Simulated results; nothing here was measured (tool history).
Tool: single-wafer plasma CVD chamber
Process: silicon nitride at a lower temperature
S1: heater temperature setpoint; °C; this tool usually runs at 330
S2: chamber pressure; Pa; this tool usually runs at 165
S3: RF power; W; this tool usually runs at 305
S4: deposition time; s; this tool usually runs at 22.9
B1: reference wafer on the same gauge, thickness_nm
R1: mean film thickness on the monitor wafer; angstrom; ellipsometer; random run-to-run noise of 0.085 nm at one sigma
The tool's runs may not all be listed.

| run | day | S1 | S2 | S3 | S4 | B1 | R1 |
|---|---|---|---|---|---|---|---|
| 1 | 0 | 330 | 165 | 350 | 22.9 | 27.988 | 259.19 |
|  | 0.533 | gauge calibrated |
| 2 | 3.079 | 330 | 165 | 305 | 22.9 | 27.994 | 238.44 |
|  | 3.508 | RF generator calibrated |
| 3 | 7.496 | 330 | 165 | 305 | 22.9 | 27.993 | 244.09 |
| 4 | 9.104 | 330 | 165 | 305 | 22.9 | 27.983 | 244.06 |
| 5 | 11.429 | 330 | 165 | 305 | 22.9 | 28.028 | 242.73 |
| 6 | 14.554 | 330 | 165 | 305 | 22.9 | 28.037 | 241.25 |
| 7 | 21.479 | 330 | 165 | 305 | 22.9 | 28.031 | 237.82 |
| 8 | 23.829 | 330 | 165 | 305 | 22.9 | 27.984 | 236.58 |
| 9 | 26.975 | 330 | 165 | 305 | 22.9 | 27.99 | 236.3 |
| 10 | 30.858 | 330 | 125 | 305 | 26.9 | 27.989 | 252.8 |
| 11 | 34.429 | 341 | 165 | 305 | 19.9 | 27.966 | 204.22 |
| 12 | 37.317 | 330 | 165 | 305 | 22.9 | 27.999 | 234 |
|  | 39.412 | thermocouple changed; heater temperature recalibrated |
|  | 39.442 | RF generator calibrated |
| 13 | 40.979 | 330 | 200 | 270 | 27.1 | 27.972 | 283.14 |
| 14 | 43.854 | 330 | 165 | 360 | 22.9 | 27.943 | 263.5 |
|  | 44.367 | gauge calibrated |
| 15 | 48.029 | 315 | 165 | 305 | 22.9 | 27.997 | 240.54 |
|  | 48.454 | showerhead replaced |
| 16 | 51.921 | 330 | 199 | 305 | 22.9 | 28.016 | 251.61 |
|  | 53.325 | capacitance manometer re-zeroed and calibrated |
| 17 | 54.85 | 330 | 152 | 305 | 19.4 | 28.022 | 201.29 |
| 18 | 66.708 | 330 | 165 | 305 | 22.9 | 27.979 | 240.44 |
| 19 | 70.075 | 341 | 136 | 305 | 18.4 | 27.959 | 180.36 |

Give the tool's hidden conditions for every run:
wafer temperature above the value expected at the setpoint (K): 0 in every run
gauge reads high (%): 0 in every run
H1: delivered RF power above the setpoint (%)
H2: true pressure above the setpoint (%)
| run | H1 | H2 |
|---|---|---|
| 1 | -6.28 | -3.01 |
| 2 | -6.37 | -3.3 |
| 3 | -2.41 | -3.72 |
| 4 | -2.99 | -3.88 |
| 5 | -3.7 | -4.1 |
| 6 | -4.48 | -4.39 |
| 7 | -5.65 | -5.05 |
| 8 | -5.92 | -5.27 |
| 9 | -6.22 | -5.57 |
| 10 | -6.49 | -5.94 |
| 11 | -6.68 | -6.28 |
| 12 | -6.8 | -6.55 |
| 13 | -1.06 | -6.9 |
| 14 | -2.25 | -7.17 |
| 15 | -3.56 | -7.57 |
| 16 | -4.45 | -7.94 |
| 17 | -4.97 | 0.434 |
| 18 | -6.17 | -0.692 |
| 19 | -6.35 | -1.01 |

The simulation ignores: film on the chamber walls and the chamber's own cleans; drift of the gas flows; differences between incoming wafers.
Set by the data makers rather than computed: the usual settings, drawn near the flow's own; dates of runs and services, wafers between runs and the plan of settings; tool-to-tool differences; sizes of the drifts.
